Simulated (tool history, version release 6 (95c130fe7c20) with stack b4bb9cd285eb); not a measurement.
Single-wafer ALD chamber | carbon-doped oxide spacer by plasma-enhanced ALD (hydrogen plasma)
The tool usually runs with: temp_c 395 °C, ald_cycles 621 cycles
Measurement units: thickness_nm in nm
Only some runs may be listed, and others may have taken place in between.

run,day,temp_c,ald_cycles,wafers since the last listed run,hours since the last thermocouple change,hours since the gauge calibration,"read-back reference wafer on the same gauge, thickness_nm",thickness_nm
1,0.000,395,572,0,568.9,1657.4,35.854,29.515
# day 0.812: gauge calibrated
2,1.962,395,683,37,616.0,27.6,35.406,35.025
3,8.250,395,683,120,766.9,178.5,35.422,34.934
4,10.842,395,683,49,829.1,240.7,35.408,35.105
5,13.071,405,621,42,882.6,294.2,35.382,31.387
6,18.338,405,621,100,1009.0,420.6,35.398,31.492
7,21.196,395,621,54,1077.6,489.2,35.456,31.883
8,22.292,395,621,20,1103.9,515.5,35.464,31.894
9,24.804,395,621,48,1164.2,575.8,35.465,31.937
10,27.421,395,621,50,1227.0,638.6,35.490,31.966
11,28.575,395,679,22,1254.7,666.3,35.479,34.857
12,30.025,395,679,27,1289.5,701.1,35.500,34.844
13,32.742,395,679,51,1354.7,766.3,35.519,34.863
14,34.825,395,621,39,1404.7,816.3,35.563,31.998
15,37.542,395,621,51,1469.9,881.5,35.523,31.838
16,39.288,395,621,33,1511.8,923.4,35.558,31.871
17,42.279,395,621,57,1583.6,995.2,35.612,31.938
18,44.608,395,621,44,1639.5,1051.1,35.644,32.066
19,46.058,395,621,27,1674.3,1085.9,35.636,31.987
20,47.779,406,554,32,1715.6,1127.2,35.658,28.108
21,49.262,405,532,28,1751.2,1162.8,35.676,26.981
22,50.279,395,696,19,1775.6,1187.2,35.679,35.828
# day 51.425: thermocouple changed; heater temperature recalibrated
23,52.325,395,621,32,21.6,1236.3,35.700,32.042
24,53.462,404,659,21,48.9,1263.6,35.729,33.792
25,55.108,395,621,31,88.4,1303.1,35.744,32.089
26,56.446,408,681,25,120.5,1335.2,35.748,34.520
27,59.246,395,621,53,187.7,1402.4,35.792,32.162
28,60.921,390,568,32,227.9,1442.6,35.834,29.474
29,63.175,387,681,43,282.0,1496.7,35.836,35.299
# day 63.192: gauge calibrated
30,65.867,381,529,51,346.6,64.2,35.251,27.068
31,66.971,405,621,21,373.1,90.7,35.303,31.290
32,68.950,395,621,37,420.6,138.2,35.306,31.514
33,70.496,395,621,29,457.7,175.3,35.313,31.652
34,72.433,387,538,37,504.2,221.8,35.310,27.358
35,74.433,381,621,38,552.2,269.8,35.289,31.714
36,76.629,395,621,42,604.9,322.5,35.282,31.666
37,78.675,382,678,39,654.0,371.6,35.339,34.573
38,80.171,395,621,28,689.9,407.5,35.309,31.710
39,81.404,387,514,23,719.5,437.1,35.321,26.228

Hidden condition of the tool, last listed run before each entry between runs versus first listed run after:
From run 1 to run 2: gauge calibrated (day 0.812)
  gauge reads high (%): 1.59 -> 0.278
  measured result minus the result with no hidden state, thickness_nm: +0.463 -> +0.097 nm
From run 22 to run 23: thermocouple changed; heater temperature recalibrated (day 51.425)
  gauge reads high (%): 1.1 -> 1.17
  measured result minus the result with no hidden state, thickness_nm: +0.389 -> +0.369 nm
From run 29 to run 30: gauge calibrated (day 63.192)
  gauge reads high (%): 1.58 -> -0.0445
  measured result minus the result with no hidden state, thickness_nm: +0.549 -> -0.012 nm

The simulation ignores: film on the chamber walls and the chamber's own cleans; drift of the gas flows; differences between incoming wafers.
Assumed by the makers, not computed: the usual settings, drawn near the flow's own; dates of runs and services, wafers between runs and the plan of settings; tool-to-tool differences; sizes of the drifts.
